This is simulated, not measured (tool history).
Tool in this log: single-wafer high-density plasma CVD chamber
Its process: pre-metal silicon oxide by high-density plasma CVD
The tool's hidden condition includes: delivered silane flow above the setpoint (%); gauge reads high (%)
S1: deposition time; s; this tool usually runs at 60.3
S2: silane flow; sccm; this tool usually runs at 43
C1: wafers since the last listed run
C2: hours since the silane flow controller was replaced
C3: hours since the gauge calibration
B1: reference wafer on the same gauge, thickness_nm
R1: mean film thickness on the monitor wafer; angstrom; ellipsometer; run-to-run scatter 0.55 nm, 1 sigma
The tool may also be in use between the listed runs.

run	hour	S1	S2	C1	C2	C3	B1	R1
1	0	60.3	43	0	1562.8	200.6	317.042	2986.18
2	11.2	60.3	43	288	1574	211.8	317.078	2984.22
3	22.9	60.3	43	301	1585.7	223.5	316.923	2990.52
4	35	60.3	43	312	1597.8	235.6	316.857	2992.04
5	43	60.3	43	206	1605.8	243.6	317.024	2980.56
6	59.2	60.3	43	417	1622	259.8	316.955	2983.69
7	71.6	69.9	43	319	1634.4	272.2	316.76	3478.79
8	78	69.9	43	165	1640.8	278.6	317.248	3470.66
9	86.6	60.3	40	221	1649.4	287.2	317.084	2777.6
# hour 99.7: silane flow controller replaced
10	101.9	60.3	40	188	2.2	302.5	317.119	2598.27
# hour 111: gauge calibrated
11	111.2	52.9	43	239	11.5	0.2	317.011	2447.9
12	128.5	52.9	43	446	28.8	17.5	316.944	2450.5
13	146.1	52.9	43	454	46.4	35.1	317.015	2455.8
14	160.3	49.4	48	366	60.6	49.3	316.872	2563.38
15	174.6	71.2	35	368	74.9	63.6	316.902	2689.99
16	186.7	56.7	34	312	87	75.7	317.202	2074.66
17	195.8	60.3	43	234	96.1	84.8	317.336	2804.52
18	205.3	63.9	45	245	105.6	94.3	316.938	3098.43
19	213.7	64.4	40	216	114	102.7	317.195	2790.12
20	222.3	52.9	43	221	122.6	111.3	317.243	2454.16
21	228.4	70.7	35	157	128.7	117.4	316.926	2673.15
22	245.5	52.9	43	441	145.8	134.5	316.757	2464.27
23	253.6	52.9	43	208	153.9	142.6	316.739	2457.27
24	264.9	70.2	40	291	165.2	153.9	316.982	3049.35
25	277.2	60.3	39	317	177.5	166.2	316.989	2542.66
26	284.2	70.6	35	180	184.5	173.2	316.917	2672.37
27	294	69.9	43	252	194.3	183	316.783	3253.94

Consider 5 possible next runs. They are alternatives, not a sequence: every one starts from the tool as it was left by run 27. What does each give?
A	294.4	54.3	43	10	194.7	183.4	?	?
B	294.4	51.4	43	10	194.7	183.4	?	?
C	294.4	56.3	40	10	194.7	183.4	?	?
D	294.4	52.8	38	10	194.7	183.4	?	?
E	294.4	64.6	50	10	194.7	183.4	?	?

run	B1	R1
A	316.92	2532.49
B	316.92	2397.24
C	316.92	2442.58
D	316.92	2176.2
E	316.92	3503.34
Without the tool's unlogged condition, the same runs would have read:
run	R1
A	2532.95
B	2397.67
C	2443.02
D	2176.58
E	3503.97
